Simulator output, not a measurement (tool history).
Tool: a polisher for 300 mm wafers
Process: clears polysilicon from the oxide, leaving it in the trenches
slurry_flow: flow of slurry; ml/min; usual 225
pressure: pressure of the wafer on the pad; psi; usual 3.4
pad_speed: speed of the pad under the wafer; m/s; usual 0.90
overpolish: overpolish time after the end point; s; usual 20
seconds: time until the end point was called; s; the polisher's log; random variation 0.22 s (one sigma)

run    hour  slurry_flow  pressure  pad_speed  overpolish  wafers since the last listed run  wafers polished on this pad  hours since the slurry nozzle was cleaned  hours since the head pressure was calibrated  incoming thickness of the incoming film, nm  seconds
  1     0.0          225       3.8       0.90          20                                 0                         3236                                      310.3                                          37.5                                        338.6     17.3
  2    94.3          225       3.8       0.90          20                              1397                         4633                                      404.6                                         131.8                                        342.1     17.6
  3   151.2          170       3.4       0.90          20                               843                         5477                                      461.5                                         188.7                                        339.3     20.6
      241.1  -- slurry nozzle cleaned
  4   255.7          170       3.4       0.90          20                              1533                         7011                                       14.6                                         293.2                                        337.6     18.7
      268.0  -- worn pad replaced by a new one
  5   453.3          170       3.4       0.90          20                              2869                         2746                                      212.2                                         490.8                                        332.8     19.1
  6   490.9          225       3.4       0.90          20                               557                         3303                                      249.8                                         528.4                                        338.6     18.6
  7   533.5          225       3.4       0.90          20                               631                         3934                                      292.4                                         571.0                                        341.5     18.8
  8   630.2          225       3.4       0.90          20                              1433                         5368                                      389.1                                         667.7                                        338.0     19.2
  9   711.6          225       3.4       0.82          20                              1206                         6574                                      470.5                                         749.1                                        339.7     21.0
      759.1  -- worn pad replaced by a new one
      797.6  -- slurry nozzle cleaned
 10   815.2          225       3.4       0.82          20                              1461                          816                                       17.6                                         852.7                                        342.2     20.5
      830.4  -- head pressure recalibrated
 11   905.4          225       4.1       0.90          23                              1307                         2124                                      107.8                                          75.0                                        342.4     15.4
 12   958.4          225       4.1       0.90          23                               785                         2909                                      160.8                                         128.0                                        340.4     15.7
 13  1053.5          225       4.1       0.90          23                              1409                         4318                                      255.9                                         223.1                                        340.9     15.7
 14  1229.6          225       3.4       0.90          20                              2609                         6928                                      432.0                                         399.2                                        337.9     19.2
     1255.9  -- slurry nozzle cleaned
 15  1280.8          225       3.4       0.90          20                               743                         7672                                       24.9                                         450.4                                        345.3     19.0
     1331.4  -- worn pad replaced by a new one
 16  1373.1          225       3.4       0.90          20                              1308                          617                                      117.2                                         542.7                                        343.7     18.7
 17  1445.4          290       4.4       1.12          10                              1071                         1689                                      189.5                                         615.0                                        334.2     11.3
 18  1485.5          270       3.4       0.90          20                               594                         2283                                      229.6                                         655.1                                        339.4     18.4
 19  1574.5          290       4.4       1.12          10                              1319                         3602                                      318.6                                         744.1                                        342.1     11.7
     1621.4  -- head pressure recalibrated
 20  1665.8          225       3.4       0.90          20                              1323                         4926                                      409.9                                          44.4                                        338.5     19.3
 21  1741.7          225       3.4       0.90          20                              1124                         6051                                      485.8                                         120.3                                        335.8     19.1
 22  1799.2          225       2.9       0.72          13                               852                         6903                                      543.3                                         177.8                                        336.5     27.9
     1800.6  -- slurry nozzle cleaned
     1813.2  -- worn pad replaced by a new one
 23  1890.2          225       3.4       0.90          20                              1274                         1141                                       89.6                                         268.8                                        343.1     18.8
 24  1959.5          280       3.4       0.76          20                              1027                         2168                                      158.9                                         338.1                                        338.6     21.4
 25  2010.5          185       2.3       0.90          20                               755                         2924                                      209.9                                         389.1                                        334.7     28.4
 26  2115.7          225       3.4       0.68          20                              1559                         4483                                      315.1                                         494.3                                        338.3     24.3
 27  2152.5          165       2.8       0.90          20                               545                         5029                                      351.9                                         531.1                                        344.0     24.6
 28  2255.4          225       3.4       0.90          20                              1525                         6554                                      454.8                                         634.0                                        332.7     18.9
     2284.6  -- slurry nozzle cleaned
     2307.3  -- head pressure recalibrated
 29  2309.7          170       3.4       0.82          20                               760                         7314                                       25.1                                           2.4                                        341.1     20.6
 30  2384.1          225       3.4       0.90          20                              1102                         8416                                       99.5                                          76.8                                        338.9     18.9
     2398.0  -- worn pad replaced by a new one
 31  2452.9          225       4.5       1.08          20                               960                          813                                      168.3                                         145.6                                        341.7     12.3
 32  2512.2          225       3.4       0.90          20                               878                         1692                                      227.6                                         204.9                                        339.2     18.9
 33  2577.3          280       3.4       1.02          20                               964                         2657                                      292.7                                         270.0                                        340.9     16.8

The same runs without the tool's hidden state, with the same run-to-run variation:
The hidden state here: removal rate lost through wear of the pad, %; slurry flow missing at the pad, %; deviation of the head's pressure from its setpoint, %.
run  seconds
  1     16.6
  2     16.7
  3     19.0
  4     18.7
  5     18.7
  6     18.2
  7     18.3
  8     18.5
  9     20.0
 10     20.3
 11     15.1
 12     15.4
 13     15.3
 14     18.3
 15     18.9
 16     18.6
 17     11.1
 18     18.1
 19     11.4
 20     18.5
 21     18.2
 22     26.3
 23     18.6
 24     21.1
 25     27.7
 26     23.5
 27     23.5
 28     18.0
 29     20.3
 30     18.6
 31     12.0
 32     18.4
 33     16.3

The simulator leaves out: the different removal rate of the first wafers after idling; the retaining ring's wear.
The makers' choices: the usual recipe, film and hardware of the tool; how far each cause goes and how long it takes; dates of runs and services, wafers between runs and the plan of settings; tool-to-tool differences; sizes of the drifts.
